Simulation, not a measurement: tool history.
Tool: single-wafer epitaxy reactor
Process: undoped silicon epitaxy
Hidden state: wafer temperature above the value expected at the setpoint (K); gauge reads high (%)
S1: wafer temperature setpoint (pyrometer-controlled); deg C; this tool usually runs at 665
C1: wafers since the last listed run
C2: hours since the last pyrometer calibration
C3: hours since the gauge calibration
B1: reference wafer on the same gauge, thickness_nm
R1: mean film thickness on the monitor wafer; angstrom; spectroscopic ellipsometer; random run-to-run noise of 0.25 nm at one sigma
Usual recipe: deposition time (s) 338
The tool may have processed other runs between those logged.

run 1 hour=0 | S1=665 deposition_time_(s)=338 | C1=0 C2=2031.6 C3=264.2 | B1=70.748 | R1=692.17
run 2 hour=44.5 | S1=665 deposition_time_(s)=292 | C1=288 C2=2076.1 C3=308.7 | B1=70.762 | R1=599.32
run 3 hour=144.6 | S1=665 deposition_time_(s)=292 | C1=649 C2=2176.2 C3=408.8 | B1=70.812 | R1=599.06
run 4 hour=199.6 | S1=665 deposition_time_(s)=292 | C1=357 C2=2231.2 C3=463.8 | B1=70.788 | R1=597.45
run 5 hour=276.5 | S1=658 deposition_time_(s)=338 | C1=499 C2=2308.1 C3=540.7 | B1=70.827 | R1=607.77
run 6 hour=356.9 | S1=658 deposition_time_(s)=338 | C1=521 C2=2388.5 C3=621.1 | B1=70.818 | R1=604.95
run 7 hour=426.2 | S1=665 deposition_time_(s)=338 | C1=449 C2=2457.8 C3=690.4 | B1=70.77 | R1=691.59
run 8 hour=471.1 | S1=665 deposition_time_(s)=338 | C1=291 C2=2502.7 C3=735.3 | B1=70.815 | R1=691.25
run 9 hour=544 | S1=665 deposition_time_(s)=338 | C1=473 C2=2575.6 C3=808.2 | B1=70.806 | R1=684.76
-- hour=605.4 gauge calibrated
run 10 hour=637.5 | S1=665 deposition_time_(s)=338 | C1=607 C2=2669.1 C3=32.1 | B1=70.821 | R1=688.96
-- hour=725.8 pyrometer calibrated
run 11 hour=726.3 | S1=671 deposition_time_(s)=315 | C1=524 C2=0.5 C3=120.9 | B1=70.818 | R1=773.61
run 12 hour=806 | S1=673 deposition_time_(s)=305 | C1=517 C2=80.2 C3=200.6 | B1=70.785 | R1=764.85
run 13 hour=859.7 | S1=654 deposition_time_(s)=316 | C1=348 C2=133.9 C3=254.3 | B1=70.787 | R1=557.89
run 14 hour=925.7 | S1=665 deposition_time_(s)=338 | C1=428 C2=199.9 C3=320.3 | B1=70.86 | R1=729.79
run 15 hour=1021.8 | S1=665 deposition_time_(s)=338 | C1=623 C2=296 C3=416.4 | B1=70.787 | R1=727.26
run 16 hour=1083.5 | S1=674 deposition_time_(s)=373 | C1=400 C2=357.7 C3=478.1 | B1=70.828 | R1=934.85
run 17 hour=1150.8 | S1=665 deposition_time_(s)=338 | C1=436 C2=425 C3=545.4 | B1=70.822 | R1=717.72
run 18 hour=1238.9 | S1=655 deposition_time_(s)=273 | C1=571 C2=513.1 C3=633.5 | B1=70.814 | R1=477.92
run 19 hour=1304.3 | S1=654 deposition_time_(s)=282 | C1=424 C2=578.5 C3=698.9 | B1=70.785 | R1=485.03

Here are 3 independent what-if runs from the current tool condition. What would each one return?
run A hour=1304.8 | S1=665 deposition_time_(s)=338 | C1=3 C2=579 C3=699.4 | B1=? | R1=?
run B hour=1304.8 | S1=675 deposition_time_(s)=305 | C1=3 C2=579 C3=699.4 | B1=? | R1=?
run C hour=1304.8 | S1=675 deposition_time_(s)=301 | C1=3 C2=579 C3=699.4 | B1=? | R1=?

run=A B1=70.852 R1=721.03
run=B B1=70.852 R1=782.48
run=C B1=70.852 R1=772.21
With no hidden state in the tool, these same runs would have given:
run=A R1=744.11
run=B R1=807.05
run=C R1=796.46
